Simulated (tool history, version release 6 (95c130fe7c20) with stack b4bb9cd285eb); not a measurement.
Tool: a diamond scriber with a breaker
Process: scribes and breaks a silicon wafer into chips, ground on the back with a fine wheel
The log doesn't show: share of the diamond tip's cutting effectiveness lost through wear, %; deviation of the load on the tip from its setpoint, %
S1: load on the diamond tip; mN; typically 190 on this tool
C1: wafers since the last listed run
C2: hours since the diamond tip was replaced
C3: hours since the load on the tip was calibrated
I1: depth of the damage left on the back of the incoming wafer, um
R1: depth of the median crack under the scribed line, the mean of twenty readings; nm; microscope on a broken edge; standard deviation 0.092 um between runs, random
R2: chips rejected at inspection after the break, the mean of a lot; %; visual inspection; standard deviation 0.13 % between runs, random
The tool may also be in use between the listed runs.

run    hour   S1   C1     C2      C3    I1     R1     R2
  1       0  190    0  825.6  1536.9  2.08   8610   2.49
  2      27  190   75  852.6  1563.9  2.73   8530   3.76
  3    46.8  190   55  872.4  1583.7  1.55   8600   2.23
  4   122.6  190  212  948.2  1659.5  2.25   8540   3.13
      129.3  -- diamond tip replaced by a new one
  5   155.7  213   87   26.4  1692.6  2.04  10440   6.38
  6     183  213   76   53.7  1719.9  2.67  10400   6.07
  7   208.8  213   72   79.5  1745.7  1.52  10410   5.09
  8   222.9  190   39   93.6  1759.8   2.6   9580   3.62
  9   254.9  190   89  125.6  1791.8     2   9630   2.93
 10   280.2  190   70  150.9  1817.1  2.68   9420   3.43
 11   305.8  153   71  176.5  1842.7  2.27   8460   4.11
 12   334.4  153   80  205.1  1871.3  1.58   8270   3.73
 13   364.2  153   83  234.9  1901.1   2.7   8210   5.46
 14   395.6  190   88  266.3  1932.5  1.81   9510   2.42
 15   412.2  190   46  282.9  1949.1  2.11   9570   2.54
 16   446.9  190   97  317.6  1983.8  1.75   9410   2.23
 17   467.7  164   58  338.4  2004.6  2.84   8570   4.16
 18   480.3  164   35    351  2017.2  2.98   8510   4.63
 19   515.6  220   98  386.3  2052.5  1.59  10190   5.45
 20   535.8  215   56  406.5  2072.7  2.76  10190   5.39
 21   557.9  190   61  428.6  2094.8  2.58   9380   2.84
 22   589.1  135   87  459.8    2126  2.17   7430  10.53
 23   601.8  235   35  472.5  2138.7  2.64  10790   8.72
 24   635.7  226   95  506.4  2172.6  2.21  10310   5.72
 25   666.8  215   87  537.5  2203.7  2.66   9940   4.61
 26   700.5  145   94  571.2  2237.4  1.91   7750   7.95
        714  -- load on the tip recalibrated
 27   715.6  211   36  586.3     1.6  1.99   9000   1.91
 28     735  205   54  605.7      21  2.13   8760   2.31
 29   755.5  190   57  626.2    41.5  2.61   8370   4.47
 30   771.4  229   44  642.1    57.4  1.82   9390   2.24
 31   873.4  207  285  744.1   159.4  2.67   8750   3.46
 32   891.5  190   50  762.2   177.5  2.72   8240   5.07
 33   908.3  151   47    779   194.3  2.68   6910  15.72
 34   927.4  225   53  798.1   213.4   1.6   9250   1.92
 35   943.4  218   44  814.1   229.4  1.93   9060   1.92
 36   975.4  162   89  846.1   261.4  2.25   7200  11.37
 37  1002.7  219   76  873.4   288.7  2.11   9100   2.16
 38  1034.2  243   88  904.9   320.2  1.61   9530   2.51
 39  1056.5  175   62  927.2   342.5  2.04   7500   8.14
 40  1091.1  237   97  961.8   377.1  2.85   9300   3.45
     1100.2  -- diamond tip replaced by a new one
 41  1113.5  190   57   13.3   399.5  2.31   9210   2.51
 42  1130.3  171   47   30.1   416.3  2.32   8460   2.86

Below are 4 alternative next runs, each starting from the tool's condition after run 42. Predict each:
  A  1130.9  217   1  30.7  416.9  2.56   ?   ?
  B  1130.9  221   1  30.7  416.9  2.56   ?   ?
  C  1130.9  152   1  30.7  416.9  2.56   ?   ?
  D  1130.9  241   1  30.7  416.9  2.56   ?   ?

run     R1    R2
  A  10080  4.46
  B  10200  4.93
  C   7940  6.87
  D  10810  7.86
Without the tool's hidden state the same runs would have given:
run     R1    R2
  A   9940  3.99
  B  10060  4.39
  C   7830  7.68
  D  10660  7.04
